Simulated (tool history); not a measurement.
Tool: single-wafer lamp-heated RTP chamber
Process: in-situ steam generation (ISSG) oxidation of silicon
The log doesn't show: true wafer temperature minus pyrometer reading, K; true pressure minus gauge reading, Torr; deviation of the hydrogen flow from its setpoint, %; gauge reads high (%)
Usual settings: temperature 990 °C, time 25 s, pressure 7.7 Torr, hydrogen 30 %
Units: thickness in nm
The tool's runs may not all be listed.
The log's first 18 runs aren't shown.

run	hour	temperature	time	pressure	hydrogen	wafers since the last listed run	wafers since the last pyrometer calibration	hours since the pressure gauge was zeroed	hours since the hydrogen flow controller was replaced	hours since the gauge calibration	read-back reference wafer on the same gauge, thickness	thickness
19	1388.7	985	22	8.3	32	528	6164	894.4	1130.8	2945.9	5.39	5.891
20	1481.5	990	25	7.7	30	1010	7175	987.2	1223.6	3038.7	5.395	6.265
# hour 1525.7: pyrometer window cleaned and pyrometer calibrated
21	1539.1	973	32	7.7	30	540	145	1044.8	1281.2	3096.3	5.398	6.536
# hour 1593.2: gauge calibrated
22	1617.4	990	25	6.9	30	852	998	1123.1	1359.5	24.2	5.383	6.166
23	1655.4	990	25	7.7	30	413	1412	1161.1	1397.5	62.2	5.388	6.21
24	1731.7	990	25	7.7	30	831	2243	1237.4	1473.8	138.5	5.396	6.238
25	1816.4	990	25	7.2	21	922	3165	1322.1	1558.5	223.2	5.394	5.706
26	1857.9	979	29	9.1	32	452	3617	1363.6	1600	264.7	5.395	6.367
27	1913.2	990	25	7.7	30	602	4219	1418.9	1655.3	320	5.386	6.255
28	2027.9	990	25	8.8	26	1249	5469	1533.6	1770	434.7	5.394	5.997
# hour 2236.6: pyrometer window cleaned and pyrometer calibrated
29	2282	1008	31	6.9	24	2680	494	1787.7	2024.1	688.8	5.381	7.068
30	2320.7	990	25	7.7	30	421	915	1826.4	2062.8	727.5	5.393	6.25

Forecast each of these 5 alternatives for the next run:
A	2321.2	990	25	7.7	30	5	921	1826.9	2063.3	728	?	?
B	2321.2	990	28	8.1	32	5	921	1826.9	2063.3	728	?	?
C	2321.2	990	21	7.7	30	5	921	1826.9	2063.3	728	?	?
D	2321.2	990	28	8.4	32	5	921	1826.9	2063.3	728	?	?
E	2321.2	1005	29	9.1	32	5	921	1826.9	2063.3	728	?	?

run	read-back reference wafer on the same gauge, thickness	thickness
A	5.396	6.215
B	5.396	6.644
C	5.396	5.743
D	5.396	6.622
E	5.396	7.121
Without the tool's hidden state the same runs would have given:
run	thickness
A	6.188
B	6.615
C	5.72
D	6.593
E	7.087

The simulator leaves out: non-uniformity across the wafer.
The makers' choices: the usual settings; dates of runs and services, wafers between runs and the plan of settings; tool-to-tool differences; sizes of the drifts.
